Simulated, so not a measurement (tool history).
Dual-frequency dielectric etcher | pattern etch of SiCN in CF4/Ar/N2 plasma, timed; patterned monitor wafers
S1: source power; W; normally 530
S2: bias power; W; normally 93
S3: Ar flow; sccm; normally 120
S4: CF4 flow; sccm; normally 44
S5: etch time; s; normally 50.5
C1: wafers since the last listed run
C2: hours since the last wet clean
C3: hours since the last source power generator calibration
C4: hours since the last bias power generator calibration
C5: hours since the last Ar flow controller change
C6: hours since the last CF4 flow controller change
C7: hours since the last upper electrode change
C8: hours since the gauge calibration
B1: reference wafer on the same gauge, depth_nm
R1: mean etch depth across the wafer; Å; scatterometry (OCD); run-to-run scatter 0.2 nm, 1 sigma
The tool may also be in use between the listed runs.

Run 1, hour 0: usual settings; C1 0; C2 475.8; C3 2623; C4 2650.5; C5 2704.3; C6 3299.8; C7 4019.2; C8 1559.9; B1 51.24. Result: R1 555.8 Å.
Run 2, hour 70.1: usual settings but S3 135 sccm; C1 572; C2 545.9; C3 2693.1; C4 2720.6; C5 2774.4; C6 3369.9; C7 4089.3; C8 1630; B1 51.39. Result: R1 554.5 Å.
Run 3, hour 100.8: usual settings but S3 135 sccm; C1 250; C2 576.6; C3 2723.8; C4 2751.3; C5 2805.1; C6 3400.6; C7 4120; C8 1660.7; B1 51.26. Result: R1 552.1 Å.
At hour 135.9: wet clean of the chamber.
Run 4, hour 136.4: usual settings but S1 470 W; C1 94; C2 0.5; C3 2759.4; C4 2786.9; C5 2840.7; C6 3436.2; C7 4155.6; C8 1696.3; B1 51.32. Result: R1 507 Å.
Run 5, hour 159: usual settings but S2 102 W, S4 38 sccm, S5 55.5 s; C1 184; C2 23.1; C3 2782; C4 2809.5; C5 2863.3; C6 3458.8; C7 4178.2; C8 1718.9; B1 51.23. Result: R1 619.8 Å.
Run 6, hour 287.4: usual settings but S1 460 W; C1 1048; C2 151.5; C3 2910.4; C4 2937.9; C5 2991.7; C6 3587.2; C7 4306.6; C8 1847.3; B1 51.26. Result: R1 496.7 Å.
At hour 350.4: CF4 flow controller replaced.
Run 7, hour 357.9: usual settings; C1 526; C2 222; C3 2980.9; C4 3008.4; C5 3062.2; C6 7.5; C7 4377.1; C8 1917.8; B1 51.29. Result: R1 559.9 Å.
At hour 426: Ar flow controller replaced.
At hour 500.7: gauge calibrated.
At hour 528.8: source power generator calibrated.
Run 8, hour 529.3: usual settings but S2 109 W, S3 139 sccm, S4 50 sccm, S5 59 s; C1 1318; C2 393.4; C3 0.5; C4 3179.8; C5 103.3; C6 178.9; C7 4548.5; C8 28.6; B1 51.31. Result: R1 703.4 Å.
At hour 604.5: upper electrode replaced.
Run 9, hour 605: usual settings but S1 480 W, S2 75 W, S3 149 sccm, S4 41 sccm; C1 422; C2 469.1; C3 76.2; C4 3255.5; C5 179; C6 254.6; C7 0.5; C8 104.3; B1 51.35. Result: R1 452.8 Å.
At hour 621.7: bias power generator calibrated.
Run 10, hour 639: usual settings but S5 65 s; C1 245; C2 503.1; C3 110.2; C4 17.3; C5 213; C6 288.6; C7 34.5; C8 138.3; B1 51.29. Result: R1 716.9 Å.
Run 11, hour 676.5: usual settings but S1 470 W, S2 115 W, S3 97 sccm; C1 306; C2 540.6; C3 147.7; C4 54.8; C5 250.5; C6 326.1; C7 72; C8 175.8; B1 51.27. Result: R1 565.8 Å.
At hour 718.2: wet clean of the chamber.
Run 12, hour 724.8: usual settings; C1 198; C2 6.6; C3 196; C4 103.1; C5 298.8; C6 374.4; C7 120.3; C8 224.1; B1 51.28. Result: R1 559.2 Å.
Run 13, hour 756.6: usual settings but S2 79 W; C1 259; C2 38.4; C3 227.8; C4 134.9; C5 330.6; C6 406.2; C7 152.1; C8 255.9; B1 51.21. Result: R1 524 Å.
Run 14, hour 809.8: usual settings but S2 102 W, S3 139 sccm; C1 434; C2 91.6; C3 281; C4 188.1; C5 383.8; C6 459.4; C7 205.3; C8 309.1; B1 51.34. Result: R1 570.1 Å.
Run 15, hour 880.1: usual settings but S1 610 W, S2 109 W, S5 56.5 s; C1 574; C2 161.9; C3 351.3; C4 258.4; C5 454.1; C6 529.7; C7 275.6; C8 379.4; B1 51.31. Result: R1 751.2 Å.
Run 16, hour 950.8: usual settings but S2 83 W, S4 52 sccm; C1 577; C2 232.6; C3 422; C4 329.1; C5 524.8; C6 600.4; C7 346.3; C8 450.1; B1 51.3. Result: R1 551.2 Å.
Run 17, hour 991: usual settings; C1 328; C2 272.8; C3 462.2; C4 369.3; C5 565; C6 640.6; C7 386.5; C8 490.3; B1 51.28. Result: R1 558.5 Å.
Run 18, hour 1121.1: usual settings but S2 80 W, S3 135 sccm, S4 50 sccm, S5 43 s; C1 1062; C2 402.9; C3 592.3; C4 499.4; C5 695.1; C6 770.7; C7 516.6; C8 620.4; B1 51.32. Result: R1 450.1 Å.
Run 19, hour 1179.3: usual settings but S1 600 W, S2 101 W, S4 49 sccm; C1 475; C2 461.1; C3 650.5; C4 557.6; C5 753.3; C6 828.9; C7 574.8; C8 678.6; B1 51.27. Result: R1 651.4 Å.
Run 20, hour 1247.9: usual settings; C1 560; C2 529.7; C3 719.1; C4 626.2; C5 821.9; C6 897.5; C7 643.4; C8 747.2; B1 51.31. Result: R1 557.1 Å.
At hour 1297.2: wet clean of the chamber.
Run 21, hour 1303.4: usual settings but S1 580 W, S2 116 W, S3 109 sccm, S4 36 sccm; C1 257; C2 6.2; C3 774.6; C4 681.7; C5 877.4; C6 953; C7 698.9; C8 802.7; B1 51.4. Result: R1 648.3 Å.
Run 22, hour 1350.6: usual settings but S1 430 W, S3 106 sccm, S5 39.5 s; C1 385; C2 53.4; C3 821.8; C4 728.9; C5 924.6; C6 1000.2; C7 746.1; C8 849.9; B1 51.27. Result: R1 373.6 Å.

Here are 3 independent what-if runs from the current tool condition. What would each one return?
Run A, hour 1351: usual settings but S4 50 sccm; C1 3; C2 53.8; C3 822.2; C4 729.3; C5 925; C6 1000.6; C7 746.5; C8 850.3; B1 ?. Result: R1 ?.
Run B, hour 1351: usual settings but S2 87 W, S4 38 sccm, S5 39 s; C1 3; C2 53.8; C3 822.2; C4 729.3; C5 925; C6 1000.6; C7 746.5; C8 850.3; B1 ?. Result: R1 ?.
Run C, hour 1351: usual settings but S1 420 W, S4 55 sccm, S5 43.5 s; C1 3; C2 53.8; C3 822.2; C4 729.3; C5 925; C6 1000.6; C7 746.5; C8 850.3; B1 ?. Result: R1 ?.

run     B1     R1
  A  51.26    575
  B  51.26  411.3
  C  51.26  413.8
The same runs, with their run-to-run variation unchanged, on a tool lacking any hidden condition would have given:
run     R1
  A    575
  B  411.3
  C  413.8
